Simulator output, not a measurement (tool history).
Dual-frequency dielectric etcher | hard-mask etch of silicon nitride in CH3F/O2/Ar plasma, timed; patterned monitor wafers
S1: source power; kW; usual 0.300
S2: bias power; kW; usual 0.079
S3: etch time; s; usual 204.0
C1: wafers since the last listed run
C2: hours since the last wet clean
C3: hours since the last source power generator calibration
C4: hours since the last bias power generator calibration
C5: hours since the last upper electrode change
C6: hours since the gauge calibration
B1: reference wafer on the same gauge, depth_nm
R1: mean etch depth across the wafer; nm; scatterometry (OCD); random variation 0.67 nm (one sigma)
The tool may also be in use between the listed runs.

run    hour     S1     S2     S3   C1     C2      C3      C4      C5      C6     B1     R1
  1     0.0  0.300  0.071  227.0    0  284.0  1167.1  3193.4  4267.0   420.9  136.1  139.1
  2    51.1  0.300  0.071  227.0  252  335.1  1218.2  3244.5  4318.1   472.0  136.2  139.4
      170.1  -- wet clean of the chamber
  3   170.6  0.240  0.079  204.0  472    0.5  1337.7  3364.0  4437.6   591.5  136.1  114.0
  4   238.7  0.240  0.079  204.0  336   68.6  1405.8  3432.1  4505.7   659.6  135.9  114.2
  5   343.5  0.300  0.079  204.0  518  173.4  1510.6  3536.9  4610.5   764.4  136.0  130.8
  6   423.5  0.300  0.079  204.0  395  253.4  1590.6  3616.9  4690.5   844.4  135.8  131.3
  7   543.1  0.300  0.079  204.0  591  373.0  1710.2  3736.5  4810.1   964.0  135.9  131.3
  8   603.5  0.300  0.079  204.0  298  433.4  1770.6  3796.9  4870.5  1024.4  136.1  132.1
      675.7  -- wet clean of the chamber
  9   692.4  0.300  0.079  204.0  320   16.7  1859.5  3885.8  4959.4  1113.3  135.9  127.4
      711.8  -- source power generator calibrated
 10   743.0  0.300  0.070  204.0  230   67.3    31.2  3936.4  5010.0  1163.9  136.0  124.4
 11   791.5  0.300  0.079  160.0  239  115.8    79.7  3984.9  5058.5  1212.4  136.1  103.0
 12   892.1  0.300  0.079  160.0  497  216.4   180.3  4085.5  5159.1  1313.0  135.9  103.6
 13   998.6  0.300  0.079  204.0  526  322.9   286.8  4192.0  5265.6  1419.5  136.0  134.0
     1044.5  -- bias power generator calibrated
 14  1096.4  0.300  0.079  204.0  463  420.7   384.6    51.9  5363.4  1517.3  136.0  135.9
     1134.7  -- wet clean of the chamber
 15  1164.4  0.300  0.090  247.5  217   29.7   452.6   119.9  5431.4  1585.3  136.0  168.4
 16  1208.4  0.300  0.079  204.0  217   73.7   496.6   163.9  5475.4  1629.3  136.0  130.9
     1263.9  -- upper electrode replaced
 17  1272.6  0.330  0.074  230.5  198  137.9   560.8   228.1     8.7  1693.5  136.2  152.8
 18  1376.0  0.300  0.079  204.0  511  241.3   664.2   331.5   112.1  1796.9  136.0  133.1
 19  1418.0  0.300  0.091  153.5  207  283.3   706.2   373.5   154.1  1838.9  136.0  106.4
 20  1461.8  0.350  0.090  157.0  216  327.1   750.0   417.3   197.9  1882.7  136.1  116.5
 21  1522.8  0.250  0.064  252.5  301  388.1   811.0   478.3   258.9  1943.7  136.2  140.0
     1526.2  -- gauge calibrated
 22  1570.8  0.350  0.087  232.0  237  436.1   859.0   526.3   306.9    44.6  135.9  175.2
     1601.5  -- wet clean of the chamber
 23  1769.6  0.230  0.088  187.5  864  168.1  1057.8   725.1   505.7   243.4  136.1  110.8
 24  1869.1  0.300  0.079  148.5  491  267.6  1157.3   824.6   605.2   342.9  136.2   97.1
 25  1927.8  0.320  0.079  204.0  290  326.3  1216.0   883.3   663.9   401.6  135.9  139.2
 26  1982.0  0.350  0.087  232.0  267  380.5  1270.2   937.5   718.1   455.8  136.0  172.4
     2068.2  -- wet clean of the chamber
 27  2088.6  0.300  0.092  204.0  408   20.4  1376.8  1044.1   824.7   562.4  136.1  138.3
 28  2150.4  0.300  0.070  260.5  305   82.2  1438.6  1105.9   886.5   624.2  136.1  157.2

Some steps in R1 between neighbouring runs. How much of each would the tool show without its hidden state too (settings, what came in, random variation), and how much is left for the hidden state, with any gauge scatter that isn't in both results?
The hidden state here: etch rate over this chamber's usual, %; source power that arrives over what is set, %; bias power that arrives over what is set, %; gauge reads high (%).
Run 8 -> 9: wet clean of the chamber. R1 -4.7 nm: hidden state -5.8, all else +1.1.
Run 22 -> 23: S1 0.350 -> 0.230, S2 0.087 -> 0.088, S3 232.0 -> 187.5, wet clean of the chamber. R1 -64.4 nm: hidden state -5.6, all else -58.8.
Run 24 -> 25: S1 0.300 -> 0.320, S3 148.5 -> 204.0. R1 +42.1 nm: hidden state +1.6, all else +40.5.
Run 26 -> 27: S1 0.350 -> 0.300, S2 0.087 -> 0.092, S3 232.0 -> 204.0, wet clean of the chamber. R1 -34.1 nm: hidden state -5.8, all else -28.3.

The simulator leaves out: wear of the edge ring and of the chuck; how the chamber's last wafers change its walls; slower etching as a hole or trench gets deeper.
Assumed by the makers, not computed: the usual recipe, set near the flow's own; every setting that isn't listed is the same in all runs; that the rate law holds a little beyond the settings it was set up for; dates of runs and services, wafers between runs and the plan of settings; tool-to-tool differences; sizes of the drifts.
